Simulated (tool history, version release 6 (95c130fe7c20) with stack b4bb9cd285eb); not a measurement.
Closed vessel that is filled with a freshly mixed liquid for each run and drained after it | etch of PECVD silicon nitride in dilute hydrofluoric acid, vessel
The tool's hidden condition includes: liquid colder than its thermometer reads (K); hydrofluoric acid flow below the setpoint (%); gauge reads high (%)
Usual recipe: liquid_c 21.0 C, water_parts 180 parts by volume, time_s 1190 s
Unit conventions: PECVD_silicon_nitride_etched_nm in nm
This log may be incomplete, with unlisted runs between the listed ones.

run,day,liquid_c,water_parts,time_s,wafers since the last listed run,hours since the thermometer was replaced,hours since the hydrofluoric acid flow meter was replaced,hours since the gauge calibration,"read-back film thickness of the PECVD silicon nitride reference wafer, read on the same gauge (nm)",PECVD_silicon_nitride_etched_nm
1,0.000,23.0,180,745,0,1516.3,1168.4,268.2,99.97,21.21
2,0.279,23.0,180,745,334,1523.0,1175.1,274.9,99.97,21.18
3,0.975,21.0,180,1190,833,1539.7,1191.8,291.6,100.00,30.03
4,1.479,21.0,180,1190,604,1551.8,1203.9,303.7,99.99,29.87
5,2.188,21.0,180,1190,848,1568.8,1220.9,320.7,99.97,29.96
6,2.521,21.0,180,1190,399,1576.8,1228.9,328.7,100.00,30.12
7,3.262,21.0,210,1385,888,1594.6,1246.7,346.5,99.99,29.87
8,3.862,21.0,210,1385,718,1609.0,1261.1,360.9,99.99,29.83
9,4.221,21.0,215,1190,429,1617.6,1269.7,369.5,99.97,25.41
10,4.958,23.5,180,1190,883,1635.3,1287.4,387.2,99.96,35.54
11,5.458,21.0,180,1190,599,1647.3,1299.4,399.2,100.06,30.36
12,6.092,21.0,180,1190,758,1662.5,1314.6,414.4,100.00,30.38
13,6.662,21.0,180,1190,684,1676.2,1328.3,428.1,100.00,30.22
14,7.025,21.0,180,1190,434,1684.9,1337.0,436.8,100.06,29.76
15,7.521,21.0,180,1190,594,1696.8,1348.9,448.7,99.97,29.72
16,8.325,25.5,255,1525,963,1716.1,1368.2,468.0,99.99,36.44
17,8.921,25.0,210,1190,713,1730.4,1382.5,482.3,100.01,33.24
18,9.517,17.0,110,1830,713,1744.7,1396.8,496.6,99.98,57.59
# day 9.892: hydrofluoric acid flow meter replaced
19,10.108,21.0,180,1190,659,1758.9,5.2,510.8,100.03,30.08
20,10.567,21.0,180,765,549,1769.9,16.2,521.8,100.02,19.42
# day 10.896: gauge calibrated
21,11.300,21.0,180,740,878,1787.5,33.8,9.7,99.97,18.87
22,11.846,21.0,180,1190,654,1800.6,46.9,22.8,100.00,29.93
23,12.483,24.0,135,650,763,1815.9,62.2,38.1,100.00,26.98
24,12.954,21.0,110,735,564,1827.2,73.5,49.4,100.03,29.70
# day 13.192: thermometer replaced
25,13.500,18.0,210,1870,604,7.4,86.6,62.5,100.00,33.30
26,13.992,21.0,180,1190,589,19.2,98.4,74.3,99.97,30.46
27,14.438,21.0,180,1190,534,29.9,109.1,85.0,100.03,29.66
28,14.996,21.0,180,1190,669,43.3,122.5,98.4,100.00,30.34
29,15.617,17.0,245,1190,743,58.2,137.4,113.3,100.00,16.92
30,16.075,24.5,270,1725,549,69.2,148.4,124.3,99.99,35.89
31,16.783,21.0,225,1190,848,86.2,165.4,141.3,99.99,24.13
32,18.758,21.0,140,1190,2366,133.6,212.8,188.7,100.02,38.53

What if the next run were any one of these 4? Each begins from the tool's condition after run 32:
A,18.800,21.0,180,1190,49,134.6,213.8,189.7,?,?
B,18.800,19.0,100,800,49,134.6,213.8,189.7,?,?
C,18.800,21.0,120,1430,49,134.6,213.8,189.7,?,?
D,18.800,18.5,180,1850,49,134.6,213.8,189.7,?,?

run,"read-back film thickness of the PECVD silicon nitride reference wafer, read on the same gauge (nm)",PECVD_silicon_nitride_etched_nm
A,99.96,30.06
B,99.96,31.34
C,99.96,53.70
D,99.96,39.60
With the hidden condition removed and each run's random variation left untouched, the same runs would have given:
run,PECVD_silicon_nitride_etched_nm
A,30.06
B,31.34
C,53.70
D,39.60

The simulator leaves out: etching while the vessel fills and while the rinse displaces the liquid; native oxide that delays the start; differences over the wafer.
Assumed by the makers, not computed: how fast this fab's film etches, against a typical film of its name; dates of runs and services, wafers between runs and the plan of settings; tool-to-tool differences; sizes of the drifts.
